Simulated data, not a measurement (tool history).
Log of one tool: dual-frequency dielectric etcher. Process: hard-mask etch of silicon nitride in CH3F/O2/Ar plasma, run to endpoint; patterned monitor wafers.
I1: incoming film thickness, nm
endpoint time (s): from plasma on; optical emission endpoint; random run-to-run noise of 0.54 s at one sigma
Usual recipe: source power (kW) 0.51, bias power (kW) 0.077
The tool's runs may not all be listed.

run 1 day=0 | source_power_(kW)=0.43 bias_power_(kW)=0.077 | I1=49.17 | endpoint_time_(s)=67.9
run 2 day=0.467 | source_power_(kW)=0.51 bias_power_(kW)=0.077 | I1=49.45 | endpoint_time_(s)=65.2
run 3 day=1.175 | source_power_(kW)=0.51 bias_power_(kW)=0.077 | I1=48.98 | endpoint_time_(s)=63.3
run 4 day=1.462 | source_power_(kW)=0.51 bias_power_(kW)=0.077 | I1=48.93 | endpoint_time_(s)=64
run 5 day=2.629 | source_power_(kW)=0.41 bias_power_(kW)=0.082 | I1=49.76 | endpoint_time_(s)=68.8
run 6 day=2.642 | source_power_(kW)=0.51 bias_power_(kW)=0.062 | I1=49.45 | endpoint_time_(s)=68.8
run 7 day=2.862 | source_power_(kW)=0.51 bias_power_(kW)=0.077 | I1=48.97 | endpoint_time_(s)=64.6
run 8 day=3.512 | source_power_(kW)=0.51 bias_power_(kW)=0.077 | I1=49.07 | endpoint_time_(s)=64.6
run 9 day=4.2 | source_power_(kW)=0.51 bias_power_(kW)=0.077 | I1=49.41 | endpoint_time_(s)=65.2
run 10 day=4.621 | source_power_(kW)=0.51 bias_power_(kW)=0.077 | I1=49.6 | endpoint_time_(s)=65.3
run 11 day=5.183 | source_power_(kW)=0.51 bias_power_(kW)=0.077 | I1=49.39 | endpoint_time_(s)=65.1
run 12 day=5.788 | source_power_(kW)=0.51 bias_power_(kW)=0.067 | I1=48.97 | endpoint_time_(s)=66.6
run 13 day=6.254 | source_power_(kW)=0.51 bias_power_(kW)=0.077 | I1=49.41 | endpoint_time_(s)=64.5
run 14 day=6.825 | source_power_(kW)=0.59 bias_power_(kW)=0.059 | I1=49.28 | endpoint_time_(s)=65.9
run 15 day=7.346 | source_power_(kW)=0.51 bias_power_(kW)=0.069 | I1=49.14 | endpoint_time_(s)=65.7
run 16 day=7.617 | source_power_(kW)=0.51 bias_power_(kW)=0.077 | I1=49.3 | endpoint_time_(s)=64
run 17 day=8.167 | source_power_(kW)=0.41 bias_power_(kW)=0.084 | I1=49.33 | endpoint_time_(s)=67.2
run 18 day=8.767 | source_power_(kW)=0.38 bias_power_(kW)=0.077 | I1=49.41 | endpoint_time_(s)=70
run 19 day=9.846 | source_power_(kW)=0.57 bias_power_(kW)=0.091 | I1=49.6 | endpoint_time_(s)=59.2
run 20 day=10.117 | source_power_(kW)=0.57 bias_power_(kW)=0.077 | I1=49.37 | endpoint_time_(s)=62.1
run 21 day=10.721 | source_power_(kW)=0.51 bias_power_(kW)=0.077 | I1=49.68 | endpoint_time_(s)=64.9
run 22 day=11.4 | source_power_(kW)=0.51 bias_power_(kW)=0.077 | I1=49.06 | endpoint_time_(s)=64.3
run 23 day=11.7 | source_power_(kW)=0.63 bias_power_(kW)=0.09 | I1=49.29 | endpoint_time_(s)=57.3
run 24 day=12.792 | source_power_(kW)=0.39 bias_power_(kW)=0.062 | I1=49.16 | endpoint_time_(s)=74.3
run 25 day=13.104 | source_power_(kW)=0.51 bias_power_(kW)=0.072 | I1=49.5 | endpoint_time_(s)=66.1
run 26 day=13.488 | source_power_(kW)=0.45 bias_power_(kW)=0.059 | I1=49.39 | endpoint_time_(s)=73.4
run 27 day=15.221 | source_power_(kW)=0.6 bias_power_(kW)=0.068 | I1=49.74 | endpoint_time_(s)=64.5
run 28 day=15.483 | source_power_(kW)=0.51 bias_power_(kW)=0.064 | I1=49.43 | endpoint_time_(s)=69.2
run 29 day=15.75 | source_power_(kW)=0.44 bias_power_(kW)=0.077 | I1=49.49 | endpoint_time_(s)=67.3
run 30 day=16.129 | source_power_(kW)=0.51 bias_power_(kW)=0.084 | I1=48.84 | endpoint_time_(s)=62.2
run 31 day=16.846 | source_power_(kW)=0.55 bias_power_(kW)=0.093 | I1=49.26 | endpoint_time_(s)=59.7
run 32 day=18.238 | source_power_(kW)=0.51 bias_power_(kW)=0.077 | I1=49.29 | endpoint_time_(s)=64.9
run 33 day=18.254 | source_power_(kW)=0.58 bias_power_(kW)=0.064 | I1=49.53 | endpoint_time_(s)=65
run 34 day=18.267 | source_power_(kW)=0.51 bias_power_(kW)=0.077 | I1=49.03 | endpoint_time_(s)=64.7

Not shown here: 5 entries made in the log between runs. Locate each between two listed runs and compare the hidden state at the listed run before it with the hidden state at the listed run after it:
Between runs 4 and 5: wet clean of the chamber (day 2.608)
  nothing in the hidden state changes from one run to the other
Between runs 14 and 15: bias power generator calibrated (day 7.325)
  nothing in the hidden state changes from one run to the other
Between runs 15 and 16: source power generator calibrated (day 7.533)
  nothing in the hidden state changes from one run to the other
Between runs 18 and 19: upper electrode replaced (day 9.825)
  nothing in the hidden state changes from one run to the other
Between runs 31 and 32: wet clean of the chamber (day 18.217)
  nothing in the hidden state changes from one run to the other

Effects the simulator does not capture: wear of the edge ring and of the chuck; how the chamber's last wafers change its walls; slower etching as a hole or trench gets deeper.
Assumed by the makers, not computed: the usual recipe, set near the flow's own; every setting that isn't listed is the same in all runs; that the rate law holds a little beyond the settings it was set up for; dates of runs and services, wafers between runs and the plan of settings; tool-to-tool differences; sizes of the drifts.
